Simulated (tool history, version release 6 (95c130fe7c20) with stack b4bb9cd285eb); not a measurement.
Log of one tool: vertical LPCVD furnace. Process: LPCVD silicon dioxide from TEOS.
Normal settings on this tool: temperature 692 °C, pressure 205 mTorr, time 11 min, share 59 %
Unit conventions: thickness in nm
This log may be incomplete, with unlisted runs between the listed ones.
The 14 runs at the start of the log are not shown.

run   hour  temperature  pressure  time  share  read-back reference wafer on the same gauge, thickness  thickness
 15  208.3          692       205    11     59                                                   50.61      57.06
 16  215.1          700       205    15     59                                                   50.62      93.38
     248.3  -- pressure gauge zeroed
 17  248.8          703       205    14     70                                                    50.6     101.86
 18  253.7          692       205   8.5     66                                                   50.63      46.69
 19  264.1          683       155  14.5     59                                                   50.62      52.64
 20  273.7          697       185     8     69                                                   50.61       47.9
 21  293.2          696       205    11     54                                                   50.63      59.97
     317.3  -- thermocouples replaced and temperature profile calibrated
 22  317.8          697       205    11     68                                                    50.6      65.14
 23  324.4          692       205    11     66                                                   50.59      57.31
     328.9  -- gauge calibrated
 24  384.9          692       205    11     59                                                    50.6      53.79
 25  393.5          692       205    11     59                                                   50.61      53.76
 26  402.3          692       205    11     59                                                   50.65      54.18
 27  420.3          699       205  12.5     68                                                   50.62      77.96
 28  433.5          692       205    11     59                                                   50.61      53.91
 29  440.4          686       185    11     59                                                   50.63      44.55
 30  457.1          692       205    11     47                                                   50.59      48.26
 31  475.9          692       165   9.5     59                                                   50.57      41.75

Consider 4 possible next runs. They are alternatives, not a sequence: every one starts from the tool as it was left by run 31. What does each give?
  A  480.8          692       205    11     59                                                       ?          ?
  B  480.8          692       205    11     48                                                       ?          ?
  C  480.8          683       245    13     54                                                       ?          ?
  D  480.8          696       205    11     59                                                       ?          ?

run  read-back reference wafer on the same gauge, thickness  thickness
  A                                                   50.59      54.03
  B                                                   50.59      48.73
  C                                                   50.59      53.87
  D                                                   50.59      59.36
Without the tool's hidden state the same runs would have given:
run  thickness
  A      53.92
  B      48.63
  C      53.76
  D      59.24
